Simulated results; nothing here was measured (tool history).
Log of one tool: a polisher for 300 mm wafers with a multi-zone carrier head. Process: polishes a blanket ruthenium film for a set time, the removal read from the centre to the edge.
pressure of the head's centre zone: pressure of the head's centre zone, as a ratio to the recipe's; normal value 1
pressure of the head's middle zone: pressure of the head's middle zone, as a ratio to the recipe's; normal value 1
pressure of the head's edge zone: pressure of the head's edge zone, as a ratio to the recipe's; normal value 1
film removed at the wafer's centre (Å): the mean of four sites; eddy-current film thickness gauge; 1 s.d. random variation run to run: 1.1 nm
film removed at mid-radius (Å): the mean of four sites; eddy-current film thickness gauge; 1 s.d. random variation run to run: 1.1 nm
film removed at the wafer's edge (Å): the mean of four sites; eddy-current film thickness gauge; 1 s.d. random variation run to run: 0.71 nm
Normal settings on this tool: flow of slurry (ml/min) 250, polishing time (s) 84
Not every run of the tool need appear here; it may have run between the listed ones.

run     day  flow of slurry (ml/min)  pressure of the head's centre zone  pressure of the head's middle zone  pressure of the head's edge zone  polishing time (s)  wafers since the last listed run  wafers polished on this pad  hours since the slurry nozzle was cleaned  hours since the centre zone pressure was calibrated  hours since the edge zone pressure was calibrated  hours since the carrier head's membrane was replaced  incoming thickness of the incoming film, nm  film removed at the wafer's centre (Å)  film removed at mid-radius (Å)  film removed at the wafer's edge (Å)
  1       0                      250                                   1                                0.93                                 1                  84                                 0                          233                                      373.6                                                 95.3                                              239.2                                                 534.1                                        404.8                                     720                             705                                   780
  2    3.95                      250                                   1                                0.93                                 1                  84                              1054                         1288                                      468.4                                                190.1                                                334                                                 628.9                                        395.4                                     698                             697                                   775
      4.233  -- carrier head's membrane replaced by a new one
      4.738  -- edge zone pressure recalibrated
  3   5.558                      250                                   1                                   1                                 1                  84                               351                         1640                                        507                                                228.7                                               19.7                                                  31.8                                        396.5                                     696                             755                                   762
      8.433  -- slurry nozzle cleaned
  4  13.358                      250                                   1                                   1                                 1                  84                              2071                         3711                                      118.2                                                415.9                                              206.9                                                   219                                        403.1                                     777                             824                                   816
       14.7  -- worn pad replaced by a new one
  5  15.946                      250                                   1                                   1                                 1                  84                               646                          332                                      180.3                                                  478                                                269                                                 281.1                                        400.3                                     751                             810                                   795
  6  17.558                      250                                   1                                   1                                 1                  84                               430                          762                                        219                                                516.7                                              307.7                                                 319.8                                        398.8                                     772                             804                                   794
  7  20.425                      250                                   1                                   1                                 1                  84                               765                         1528                                      287.8                                                585.5                                              376.5                                                 388.6                                        403.9                                     751                             806                                   792
     21.346  -- edge zone pressure recalibrated
  8  24.079                      250                                   1                                   1                                 1                  84                               953                         2481                                      375.5                                                673.2                                               65.6                                                 476.3                                        397.5                                     728                             777                                   794
  9  26.792                      180                                   1                                   1                                 1                  78                               724                         3205                                      440.6                                                738.3                                              130.7                                                 541.4                                        404.1                                     619                             667                                   685
     28.367  -- slurry nozzle cleaned
 10  30.225                      160                                1.06                                 1.1                              1.06                  84                               905                         4111                                       44.6                                                820.7                                              213.1                                                 623.8                                        392.1                                     748                             822                                   782
     31.238  -- worn pad replaced by a new one
     31.721  -- carrier head's membrane replaced by a new one
 11  32.375                      190                                0.89                                   1                                 1                  84                               473                          248                                       96.2                                                872.3                                              264.7                                                  15.7                                        397.7                                     656                             769                                   789
 12  34.083                      250                                1.03                                   1                                 1                  63                               456                          704                                      137.2                                                913.3                                              305.7                                                  56.7                                          399                                     606                             617                                   604
 13  36.938                      165                                   1                                   1                                 1                  75                               762                         1466                                      205.7                                                981.8                                              374.2                                                 125.2                                        396.9                                     601                             651                                   661
     37.617  -- edge zone pressure recalibrated
 14  40.933                      190                                0.88                                1.11                                 1                 106                              1044                         2511                                      301.6                                               1077.7                                               79.6                                                 221.1                                        400.1                                     748                            1012                                   955
     41.358  -- centre zone pressure recalibrated
 15  45.154                      250                                   1                                   1                              1.11                  84                              1104                         3616                                      402.9                                                 91.1                                              180.9                                                 322.4                                        393.5                                     731                             775                                   826
     48.417  -- worn pad replaced by a new one
     52.675  -- slurry nozzle cleaned
     54.329  -- edge zone pressure recalibrated
 16  57.804                      290                                   1                                 0.9                              0.94                  84                              3299                         2472                                      123.1                                                394.7                                               83.4                                                   626                                        404.7                                     814                             774                                   812
     59.925  -- carrier head's membrane replaced by a new one
 17  59.946                      250                                   1                                1.07                               0.9                  84                               516                         2989                                      174.5                                                446.1                                              134.8                                                   0.5                                        397.7                                     770                             864                                   781
 18  61.658                      250                                   1                                   1                                 1                  84                               457                         3446                                      215.6                                                487.2                                              175.9                                                  41.6                                        394.7                                     764                             813                                   797
     65.788  -- worn pad replaced by a new one
 19  66.104                      250                                   1                                1.07                                 1                  96                              1142                           84                                      322.3                                                593.9                                              282.6                                                 148.3                                        395.2                                     851                             964                                   900
 20  70.583                      250                                   1                                   1                                 1                  95                              1195                         1280                                      429.8                                                701.4                                              390.1                                                 255.8                                        407.5                                     837                             900                                   909
 21  72.408                      250                                   1                                0.95                                 1                  84                               487                         1767                                      473.6                                                745.2                                              433.9                                                 299.6                                          399                                     739                             744                                   797
     73.212  -- edge zone pressure recalibrated
 22  75.479                      250                                1.08                                   1                                 1                  84                               797                         2565                                      547.3                                                818.9                                               54.4                                                 373.3                                        399.6                                     784                             772                                   782

Here are 4 independent what-if runs from the current tool condition. What would each one return?
  A  75.5                      250                                   1                                   1                                 1                  84                                 5                         2570                                      547.8                                                819.4                                               54.9                                                 373.8                                        402.8                                       ?                               ?                                     ?
  B  75.5                      325                                0.92                                1.09                                 1                  70                                 5                         2570                                      547.8                                                819.4                                               54.9                                                 373.8                                        402.8                                       ?                               ?                                     ?
  C  75.5                      195                                1.07                                   1                               1.1                  84                                 5                         2570                                      547.8                                                819.4                                               54.9                                                 373.8                                        402.8                                       ?                               ?                                     ?
  D  75.5                      185                                   1                                1.05                              0.89                  84                                 5                         2570                                      547.8                                                819.4                                               54.9                                                 373.8                                        402.8                                       ?                               ?                                     ?

run  film removed at the wafer's centre (Å)  film removed at mid-radius (Å)  film removed at the wafer's edge (Å)
  A                                     725                             774                                   790
  B                                     589                             731                                   683
  C                                     720                             724                                   791
  D                                     660                             743                                   706
Take away the tool's hidden state, keep each run's random variation, and the runs would have read:
run  film removed at the wafer's centre (Å)  film removed at mid-radius (Å)  film removed at the wafer's edge (Å)
  A                                     804                             849                                   846
  B                                     637                             784                                   720
  C                                     826                             818                                   862
  D                                     764                             845                                   773
